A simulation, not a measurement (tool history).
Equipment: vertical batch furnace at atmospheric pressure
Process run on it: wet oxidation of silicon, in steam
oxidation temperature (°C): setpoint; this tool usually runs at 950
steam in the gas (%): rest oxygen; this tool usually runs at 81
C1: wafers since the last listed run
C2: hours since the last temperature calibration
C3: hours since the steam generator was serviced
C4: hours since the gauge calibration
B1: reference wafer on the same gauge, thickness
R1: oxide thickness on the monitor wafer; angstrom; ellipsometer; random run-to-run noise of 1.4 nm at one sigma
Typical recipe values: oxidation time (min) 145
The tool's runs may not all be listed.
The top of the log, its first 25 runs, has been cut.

-- hour=619.1 thermocouples replaced and temperature profile calibrated
run 26 hour=619.6 | oxidation_temperature_(°C)=965 oxidation_time_(min)=145 steam_in_the_gas_(%)=81 | C1=21 C2=0.5 C3=310.1 C4=178.1 | B1=367.05 | R1=4853.5
run 27 hour=631.8 | oxidation_temperature_(°C)=972 oxidation_time_(min)=176 steam_in_the_gas_(%)=91 | C1=81 C2=12.7 C3=322.3 C4=190.3 | B1=366.98 | R1=6293.5
run 28 hour=656.9 | oxidation_temperature_(°C)=927 oxidation_time_(min)=124 steam_in_the_gas_(%)=86 | C1=166 C2=37.8 C3=347.4 C4=215.4 | B1=366.66 | R1=3297.2
run 29 hour=675.7 | oxidation_temperature_(°C)=950 oxidation_time_(min)=104.5 steam_in_the_gas_(%)=81 | C1=125 C2=56.6 C3=366.2 C4=234.2 | B1=366.95 | R1=3392.3
run 30 hour=755.9 | oxidation_temperature_(°C)=950 oxidation_time_(min)=145 steam_in_the_gas_(%)=81 | C1=533 C2=136.8 C3=446.4 C4=314.4 | B1=366.86 | R1=4336.3
run 31 hour=779 | oxidation_temperature_(°C)=950 oxidation_time_(min)=145 steam_in_the_gas_(%)=86 | C1=153 C2=159.9 C3=469.5 C4=337.5 | B1=367.64 | R1=4514.9
run 32 hour=791.6 | oxidation_temperature_(°C)=950 oxidation_time_(min)=206.5 steam_in_the_gas_(%)=90 | C1=83 C2=172.5 C3=482.1 C4=350.1 | B1=367.05 | R1=5973.8
run 33 hour=819.5 | oxidation_temperature_(°C)=970 oxidation_time_(min)=102 steam_in_the_gas_(%)=70 | C1=185 C2=200.4 C3=510 C4=378 | B1=367.12 | R1=3575.5
run 34 hour=840.9 | oxidation_temperature_(°C)=926 oxidation_time_(min)=212.5 steam_in_the_gas_(%)=81 | C1=142 C2=221.8 C3=531.4 C4=399.4 | B1=366.54 | R1=4696.5
run 35 hour=862.4 | oxidation_temperature_(°C)=950 oxidation_time_(min)=145 steam_in_the_gas_(%)=81 | C1=142 C2=243.3 C3=552.9 C4=420.9 | B1=366.69 | R1=4307.8

Run 36 is up next; what results do you expect?
run 36 hour=884.8 | oxidation_temperature_(°C)=950 oxidation_time_(min)=145 steam_in_the_gas_(%)=81 | C1=148 C2=265.7 C3=575.3 C4=443.3 | B1=? | R1=?

B1: 366.91
R1: 4321.2 angstrom
Had the tool carried no hidden state, the very same run would have given R1 4321.2 angstrom.
